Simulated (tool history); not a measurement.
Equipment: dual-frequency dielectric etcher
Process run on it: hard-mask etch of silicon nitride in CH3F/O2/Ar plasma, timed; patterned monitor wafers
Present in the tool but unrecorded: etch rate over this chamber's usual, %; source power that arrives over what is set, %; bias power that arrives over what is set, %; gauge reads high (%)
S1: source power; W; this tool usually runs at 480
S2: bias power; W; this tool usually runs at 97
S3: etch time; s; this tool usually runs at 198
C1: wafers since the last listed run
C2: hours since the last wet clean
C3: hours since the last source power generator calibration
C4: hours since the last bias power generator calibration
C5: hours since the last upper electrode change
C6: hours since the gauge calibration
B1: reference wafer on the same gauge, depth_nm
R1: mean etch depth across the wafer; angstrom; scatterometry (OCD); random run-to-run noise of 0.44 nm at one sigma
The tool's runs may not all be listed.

run,hour,S1,S2,S3,C1,C2,C3,C4,C5,C6,B1,R1
1,0,480,86,184,0,131.9,2922.9,1948,3867.1,713.1,150.1,1615
2,80.3,480,97,198,452,212.2,3003.2,2028.3,3947.4,793.4,149.9,1826
3,114.5,480,97,198,192,246.4,3037.4,2062.5,3981.6,827.6,150,1824
4,127,480,97,198,70,258.9,3049.9,2075,3994.1,840.1,149.9,1815
5,149.9,480,97,198,129,281.8,3072.8,2097.9,4017,863,150,1816
# hour 183.4: upper electrode replaced
6,183.9,480,97,198,56,315.8,3106.8,2131.9,0.5,897,150,1817
# hour 191.3: bias power generator calibrated
7,208.5,480,97,198,116,340.4,3131.4,17.2,25.1,921.6,150,1825
8,241.3,480,97,198,184,373.2,3164.2,50,57.9,954.4,149.9,1810
9,258.3,480,97,198,95,390.2,3181.2,67,74.9,971.4,150.2,1811
10,286.7,480,97,198,160,418.6,3209.6,95.4,103.3,999.8,150,1820
# hour 301.6: source power generator calibrated
# hour 319.1: wet clean of the chamber
11,319.6,480,97,198,64,0.5,18,128.3,136.2,1032.7,150,1828
# hour 326.8: gauge calibrated
12,330,480,97,198,58,10.9,28.4,138.7,146.6,3.2,150,1818
13,355.8,480,97,198,145,36.7,54.2,164.5,172.4,29,150.2,1815
14,388.7,480,86,184,185,69.6,87.1,197.4,205.3,61.9,150,1618
15,404.9,380,85,215,91,85.8,103.3,213.6,221.5,78.1,149.9,1722
16,430.5,480,106,180.5,144,111.4,128.9,239.2,247.1,103.7,150,1706
17,452.7,580,112,198,125,133.6,151.1,261.4,269.3,125.9,150,2058
18,470.4,420,97,246,99,151.3,168.8,279.1,287,143.6,150,2141
19,489,380,104,170.5,104,169.9,187.4,297.7,305.6,162.2,149.8,1464
20,524.8,480,76,142.5,201,205.7,223.2,333.5,341.4,198,150,1208
21,538.9,480,109,198,79,219.8,237.3,347.6,355.5,212.1,150.1,1893
22,573.3,580,112,198,193,254.2,271.7,382,389.9,246.5,150.1,2052
23,592.9,480,97,161,110,273.8,291.3,401.6,409.5,266.1,150,1480
24,645.3,480,97,198,295,326.2,343.7,454,461.9,318.5,150.1,1821
25,658.9,480,97,198,76,339.8,357.3,467.6,475.5,332.1,149.8,1819
26,675.4,570,107,245.5,93,356.3,373.8,484.1,492,348.6,150,2500
27,709.9,380,97,198,194,390.8,408.3,518.6,526.5,383.1,150,1661
28,738.9,430,97,216.5,163,419.8,437.3,547.6,555.5,412.1,150.1,1903
29,758.9,480,97,198,112,439.8,457.3,567.6,575.5,432.1,150.1,1813

State the hidden condition of the tool at each of the runs:
etch rate over this chamber's usual, %: 0 in every run
source power that arrives over what is set, %: 0 in every run
bias power that arrives over what is set, %: 0 in every run
gauge reads high (%): 0 in every run

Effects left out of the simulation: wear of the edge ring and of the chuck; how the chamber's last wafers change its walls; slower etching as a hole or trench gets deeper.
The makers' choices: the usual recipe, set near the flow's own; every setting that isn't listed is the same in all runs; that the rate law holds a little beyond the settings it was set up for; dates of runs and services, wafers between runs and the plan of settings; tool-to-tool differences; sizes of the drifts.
